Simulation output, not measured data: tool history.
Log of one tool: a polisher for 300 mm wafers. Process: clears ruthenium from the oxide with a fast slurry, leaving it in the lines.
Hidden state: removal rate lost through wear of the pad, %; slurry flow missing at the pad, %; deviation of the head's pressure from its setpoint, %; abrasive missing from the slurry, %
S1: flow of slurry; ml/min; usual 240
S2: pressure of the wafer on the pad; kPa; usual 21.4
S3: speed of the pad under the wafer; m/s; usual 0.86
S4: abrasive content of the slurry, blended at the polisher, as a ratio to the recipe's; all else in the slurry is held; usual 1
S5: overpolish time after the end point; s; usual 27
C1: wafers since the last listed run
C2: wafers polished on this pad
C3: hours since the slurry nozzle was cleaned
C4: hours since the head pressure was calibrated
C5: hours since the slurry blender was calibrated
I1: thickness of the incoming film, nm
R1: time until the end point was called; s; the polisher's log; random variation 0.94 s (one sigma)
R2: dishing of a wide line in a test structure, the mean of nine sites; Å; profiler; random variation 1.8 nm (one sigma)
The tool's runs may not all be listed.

| run | hour | S1 | S2 | S3 | S4 | S5 | C1 | C2 | C3 | C4 | C5 | I1 | R1 | R2 |
|---|---|---|---|---|---|---|---|---|---|---|---|---|---|---|
| 1 | 0 | 240 | 21.4 | 0.86 | 1 | 27 | 0 | 2751 | 5.8 | 38.8 | 71.1 | 261 | 56.7 | 836 |
| 2 | 64.4 | 240 | 21.4 | 0.86 | 1 | 27 | 612 | 3364 | 70.2 | 103.2 | 135.5 | 262 | 58.7 | 825 |
| 3 | 133.8 | 240 | 21.4 | 0.86 | 1 | 27 | 660 | 4024 | 139.6 | 172.6 | 204.9 | 257.8 | 55.8 | 836 |
| 4 | 170.2 | 240 | 21.4 | 0.86 | 1 | 27 | 346 | 4371 | 176 | 209 | 241.3 | 262.8 | 59.3 | 786 |
|  | 175.6 | worn pad replaced by a new one |
| 5 | 225.2 | 240 | 21.4 | 0.86 | 1 | 27 | 485 | 472 | 231 | 264 | 296.3 | 262.2 | 57.9 | 835 |
| 6 | 279.4 | 240 | 21.4 | 0.86 | 1 | 27 | 515 | 987 | 285.2 | 318.2 | 350.5 | 259.6 | 58.5 | 829 |
| 7 | 322.7 | 240 | 21.4 | 0.58 | 0.9 | 19 | 412 | 1400 | 328.5 | 361.5 | 393.8 | 255.2 | 88.9 | 394 |
| 8 | 380.1 | 240 | 21.4 | 0.86 | 1 | 27 | 546 | 1946 | 385.9 | 418.9 | 451.2 | 260.5 | 59.6 | 782 |
|  | 411 | slurry blender recalibrated |
|  | 413.4 | slurry nozzle cleaned |
| 9 | 441.4 | 170 | 15.2 | 0.86 | 1.15 | 42 | 554 | 2501 | 28 | 480.2 | 30.4 | 258.9 | 77.3 | 931 |
|  | 474.4 | head pressure recalibrated |
| 10 | 475.2 | 240 | 19.3 | 0.62 | 1 | 40 | 302 | 2803 | 61.8 | 0.8 | 64.2 | 263.9 | 87.7 | 820 |
| 11 | 524.5 | 295 | 14.5 | 0.86 | 0.9 | 27 | 469 | 3273 | 111.1 | 50.1 | 113.5 | 256.9 | 89.4 | 580 |
| 12 | 568.9 | 300 | 21.4 | 1.12 | 1.2 | 37 | 422 | 3695 | 155.5 | 94.5 | 157.9 | 262.5 | 39.5 | 1415 |
| 13 | 633.9 | 240 | 21.4 | 0.86 | 0.9 | 27 | 618 | 4314 | 220.5 | 159.5 | 222.9 | 260.5 | 63.5 | 774 |
|  | 657.2 | worn pad replaced by a new one |
| 14 | 692.5 | 240 | 21.4 | 1.1 | 0.8 | 42 | 519 | 336 | 279.1 | 218.1 | 281.5 | 259.5 | 53.5 | 1229 |
| 15 | 763.9 | 240 | 21.4 | 0.86 | 1 | 27 | 679 | 1015 | 350.5 | 289.5 | 352.9 | 260.7 | 59.6 | 794 |
| 16 | 809.3 | 240 | 21.4 | 0.86 | 1 | 27 | 432 | 1447 | 395.9 | 334.9 | 398.3 | 257.7 | 58.3 | 819 |
|  | 839.9 | slurry nozzle cleaned |
|  | 841.4 | slurry blender recalibrated |
| 17 | 856.2 | 300 | 21.4 | 0.86 | 1.15 | 27 | 422 | 1870 | 16.3 | 381.8 | 14.8 | 259.6 | 51.2 | 924 |
| 18 | 1007.9 | 240 | 28.3 | 0.86 | 1 | 40 | 1443 | 3314 | 168 | 533.5 | 166.5 | 265.4 | 46.2 | 1358 |
| 19 | 1050.4 | 305 | 21.4 | 0.86 | 1 | 27 | 404 | 3718 | 210.5 | 576 | 209 | 258 | 56.7 | 825 |
|  | 1071.4 | head pressure recalibrated |
| 20 | 1074.7 | 240 | 21.4 | 0.86 | 1 | 27 | 212 | 3930 | 234.8 | 3.3 | 233.3 | 259.3 | 59.8 | 847 |
|  | 1144 | worn pad replaced by a new one |
|  | 1242.3 | slurry blender recalibrated |
| 21 | 1275.9 | 240 | 24.8 | 0.78 | 0.85 | 27 | 1857 | 1236 | 436 | 204.5 | 33.6 | 264.3 | 63 | 767 |
|  | 1311.1 | slurry nozzle cleaned |
| 22 | 1313.4 | 215 | 26.2 | 0.64 | 1 | 36 | 347 | 1583 | 2.3 | 242 | 71.1 | 257.3 | 60.4 | 960 |
| 23 | 1380.4 | 160 | 21.4 | 1.02 | 1 | 27 | 637 | 2221 | 69.3 | 309 | 138.1 | 259.2 | 50.7 | 912 |
| 24 | 1441.4 | 190 | 21.4 | 0.86 | 1 | 27 | 580 | 2801 | 130.3 | 370 | 199.1 | 264 | 60.4 | 787 |
| 25 | 1480 | 240 | 21.4 | 0.86 | 1.2 | 27 | 367 | 3169 | 168.9 | 408.6 | 237.7 | 262.6 | 53.5 | 908 |
| 26 | 1611.2 | 240 | 18.6 | 0.86 | 1 | 39 | 1248 | 4418 | 300.1 | 539.8 | 368.9 | 263.7 | 68 | 968 |
|  | 1627.2 | worn pad replaced by a new one |
| 27 | 1655.3 | 240 | 14.5 | 0.86 | 1 | 17 | 381 | 267 | 344.2 | 583.9 | 413 | 257.9 | 85.3 | 384 |

Forecast each of these 5 alternatives for the next run:
| A | 1655.8 | 240 | 21.4 | 0.86 | 1 | 27 | 4 | 272 | 344.7 | 584.4 | 413.5 | 258.1 | ? | ? |
| B | 1655.8 | 240 | 14.5 | 0.6 | 1 | 27 | 4 | 272 | 344.7 | 584.4 | 413.5 | 258.1 | ? | ? |
| C | 1655.8 | 315 | 21.4 | 0.86 | 1.25 | 27 | 4 | 272 | 344.7 | 584.4 | 413.5 | 258.1 | ? | ? |
| D | 1655.8 | 240 | 17.2 | 1.12 | 0.9 | 27 | 4 | 272 | 344.7 | 584.4 | 413.5 | 258.1 | ? | ? |
| E | 1655.8 | 280 | 21.4 | 0.6 | 1 | 27 | 4 | 272 | 344.7 | 584.4 | 413.5 | 258.1 | ? | ? |

| run | R1 | R2 |
|---|---|---|
| A | 58.4 | 813 |
| B | 121.5 | 424 |
| C | 50.6 | 916 |
| D | 59.6 | 799 |
| E | 80.7 | 614 |
Without the tool's hidden state the same runs would have given:
| run | R1 | R2 |
|---|---|---|
| A | 55.4 | 849 |
| B | 115.3 | 445 |
| C | 48.5 | 948 |
| D | 56.6 | 835 |
| E | 77.1 | 640 |

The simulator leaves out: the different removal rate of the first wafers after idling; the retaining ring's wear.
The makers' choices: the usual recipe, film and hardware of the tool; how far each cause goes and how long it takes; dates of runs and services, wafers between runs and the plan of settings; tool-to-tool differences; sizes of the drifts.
